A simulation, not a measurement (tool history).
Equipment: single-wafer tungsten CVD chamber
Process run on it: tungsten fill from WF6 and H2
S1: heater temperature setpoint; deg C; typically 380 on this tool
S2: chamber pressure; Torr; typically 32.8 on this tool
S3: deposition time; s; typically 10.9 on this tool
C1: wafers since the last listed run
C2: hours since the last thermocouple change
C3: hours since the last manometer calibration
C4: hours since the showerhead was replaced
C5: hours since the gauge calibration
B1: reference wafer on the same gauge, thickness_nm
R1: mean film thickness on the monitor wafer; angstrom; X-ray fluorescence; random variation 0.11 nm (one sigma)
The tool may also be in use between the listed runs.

Run 1, day 0: usual settings but S3 12.6 s; C1 0; C2 1693.8; C3 577.4; C4 3048.8; C5 324.4; B1 23.652. Result: R1 254.87 angstrom.
Run 2, day 4.271: usual settings but S3 12.6 s; C1 2446; C2 1796.3; C3 679.9; C4 3151.3; C5 426.9; B1 23.73. Result: R1 255.46 angstrom.
At day 5.579: thermocouple changed; heater temperature recalibrated.
Run 3, day 6.712: usual settings; C1 1207; C2 27.2; C3 738.5; C4 3209.9; C5 485.5; B1 23.742. Result: R1 219.68 angstrom.
Run 4, day 10.954: usual settings; C1 2430; C2 129; C3 840.3; C4 3311.7; C5 587.3; B1 23.708. Result: R1 221.51 angstrom.
Run 5, day 12.846: usual settings; C1 1083; C2 174.4; C3 885.7; C4 3357.1; C5 632.7; B1 23.72. Result: R1 220.59 angstrom.
Run 6, day 15.604: usual settings; C1 1580; C2 240.6; C3 951.9; C4 3423.3; C5 698.9; B1 23.713. Result: R1 222.29 angstrom.
Run 7, day 19.662: usual settings; C1 2324; C2 338; C3 1049.3; C4 3520.7; C5 796.3; B1 23.659. Result: R1 222.84 angstrom.
At day 22.758: showerhead replaced.
Run 8, day 23.267: usual settings but S1 377 deg C; C1 1873; C2 424.5; C3 1135.8; C4 12.2; C5 882.8; B1 23.702. Result: R1 210.27 angstrom.
Run 9, day 26.304: usual settings; C1 1740; C2 497.4; C3 1208.7; C4 85.1; C5 955.7; B1 23.657. Result: R1 219.71 angstrom.
Run 10, day 28.042: usual settings; C1 995; C2 539.1; C3 1250.4; C4 126.8; C5 997.4; B1 23.736. Result: R1 220.16 angstrom.
Run 11, day 32.346: usual settings; C1 2465; C2 642.4; C3 1353.7; C4 230.1; C5 1100.7; B1 23.689. Result: R1 220.32 angstrom.
Run 12, day 34.896: usual settings; C1 1460; C2 703.6; C3 1414.9; C4 291.3; C5 1161.9; B1 23.653. Result: R1 221.88 angstrom.
At day 36.454: capacitance manometer re-zeroed and calibrated.
Run 13, day 37.554: usual settings; C1 1331; C2 767.4; C3 26.4; C4 355.1; C5 1225.7; B1 23.705. Result: R1 221.86 angstrom.
Run 14, day 40.017: usual settings; C1 1410; C2 826.5; C3 85.5; C4 414.2; C5 1284.8; B1 23.705. Result: R1 219.66 angstrom.
Run 15, day 42.738: usual settings but S2 37.2 Torr; C1 1558; C2 891.8; C3 150.8; C4 479.5; C5 1350.1; B1 23.732. Result: R1 241.94 angstrom.
Run 16, day 45.929: usual settings but S1 385 deg C, S2 36.4 Torr, S3 9.2 s; C1 1828; C2 968.4; C3 227.4; C4 556.1; C5 1426.7; B1 23.696. Result: R1 219.2 angstrom.
At day 49.075: gauge calibrated.
Run 17, day 49.858: usual settings but S1 388 deg C, S2 28.9 Torr, S3 8.8 s; C1 2250; C2 1062.7; C3 321.7; C4 650.4; C5 18.8; B1 23.658. Result: R1 186.86 angstrom.
Run 18, day 52.675: usual settings but S2 29.2 Torr; C1 1613; C2 1130.3; C3 389.3; C4 718; C5 86.4; B1 23.728. Result: R1 202.34 angstrom.
Run 19, day 56.404: usual settings but S1 387 deg C, S3 12.3 s; C1 2136; C2 1219.8; C3 478.8; C4 807.5; C5 175.9; B1 23.681. Result: R1 285.29 angstrom.
Run 20, day 59.971: usual settings but S1 392 deg C, S2 27.7 Torr, S3 9.5 s; C1 2043; C2 1305.4; C3 564.4; C4 893.1; C5 261.5; B1 23.693. Result: R1 212.36 angstrom.
Run 21, day 63.275: usual settings but S1 392 deg C, S2 35.9 Torr, S3 12.3 s; C1 1892; C2 1384.7; C3 643.7; C4 972.4; C5 340.8; B1 23.704. Result: R1 332.42 angstrom.
Run 22, day 66.183: usual settings but S2 37.7 Torr, S3 8.8 s; C1 1666; C2 1454.5; C3 713.5; C4 1042.2; C5 410.6; B1 23.722. Result: R1 194.8 angstrom.
Run 23, day 68.083: usual settings but S1 387 deg C, S2 26.2 Torr, S3 9.3 s; C1 1088; C2 1500.1; C3 759.1; C4 1087.8; C5 456.2; B1 23.686. Result: R1 179.39 angstrom.
Run 24, day 71.779: usual settings but S2 38.3 Torr, S3 12.4 s; C1 2117; C2 1588.8; C3 847.8; C4 1176.5; C5 544.9; B1 23.742. Result: R1 280.42 angstrom.
At day 72.671: thermocouple changed; heater temperature recalibrated.
Run 25, day 75.154: usual settings; C1 1742; C2 59.6; C3 928.8; C4 1257.5; C5 625.9; B1 23.707. Result: R1 220.34 angstrom.
Run 26, day 78.312: usual settings but S1 387 deg C, S3 12.9 s; C1 1809; C2 135.4; C3 1004.6; C4 1333.3; C5 701.7; B1 23.68. Result: R1 296.63 angstrom.
Run 27, day 82.225: usual settings but S3 12.1 s; C1 2241; C2 229.3; C3 1098.5; C4 1427.2; C5 795.6; B1 23.69. Result: R1 245.28 angstrom.
Run 28, day 84.092: usual settings but S1 370 deg C; C1 1069; C2 274.1; C3 1143.3; C4 1472; C5 840.4; B1 23.754. Result: R1 181.48 angstrom.
Run 29, day 85.954: usual settings; C1 1067; C2 318.8; C3 1188; C4 1516.7; C5 885.1; B1 23.711. Result: R1 219.02 angstrom.
Run 30, day 87.933: usual settings but S1 388 deg C, S2 27.7 Torr, S3 12.6 s; C1 1133; C2 366.3; C3 1235.5; C4 1564.2; C5 932.6; B1 23.693. Result: R1 262.01 angstrom.
Run 31, day 91.667: usual settings; C1 2138; C2 455.9; C3 1325.1; C4 1653.8; C5 1022.2; B1 23.739. Result: R1 221.96 angstrom.
Run 32, day 93.288: usual settings but S1 387 deg C; C1 928; C2 494.8; C3 1364; C4 1692.7; C5 1061.1; B1 23.739. Result: R1 252.16 angstrom.
Run 33, day 96.788: usual settings; C1 2005; C2 578.8; C3 1448; C4 1776.7; C5 1145.1; B1 23.719. Result: R1 222.16 angstrom.
Run 34, day 98.538: usual settings; C1 1002; C2 620.8; C3 1490; C4 1818.7; C5 1187.1; B1 23.743. Result: R1 219.49 angstrom.

Each row is a separate what-if for the run after 34, all from the same tool condition, not one after another. Results?
Run A, day 98.554: usual settings but S1 367 deg C; C1 9; C2 621.2; C3 1490.4; C4 1819.1; C5 1187.5; B1 ?. Result: R1 ?.
Run B, day 98.554: usual settings but S1 366 deg C, S3 10.2 s; C1 9; C2 621.2; C3 1490.4; C4 1819.1; C5 1187.5; B1 ?. Result: R1 ?.
Run C, day 98.554: usual settings but S1 368 deg C, S2 38.4 Torr; C1 9; C2 621.2; C3 1490.4; C4 1819.1; C5 1187.5; B1 ?. Result: R1 ?.
Run D, day 98.554: usual settings but S2 35.4 Torr, S3 10.1 s; C1 9; C2 621.2; C3 1490.4; C4 1819.1; C5 1187.5; B1 ?. Result: R1 ?.

run      B1      R1
  A  23.698  168.83
  B  23.698  154.75
  C  23.698  191.99
  D  23.698  213.59
Stripped of hidden state, with their random variation kept, the same runs would have yielded:
run      R1
  A  168.83
  B  154.75
  C  191.99
  D  213.59

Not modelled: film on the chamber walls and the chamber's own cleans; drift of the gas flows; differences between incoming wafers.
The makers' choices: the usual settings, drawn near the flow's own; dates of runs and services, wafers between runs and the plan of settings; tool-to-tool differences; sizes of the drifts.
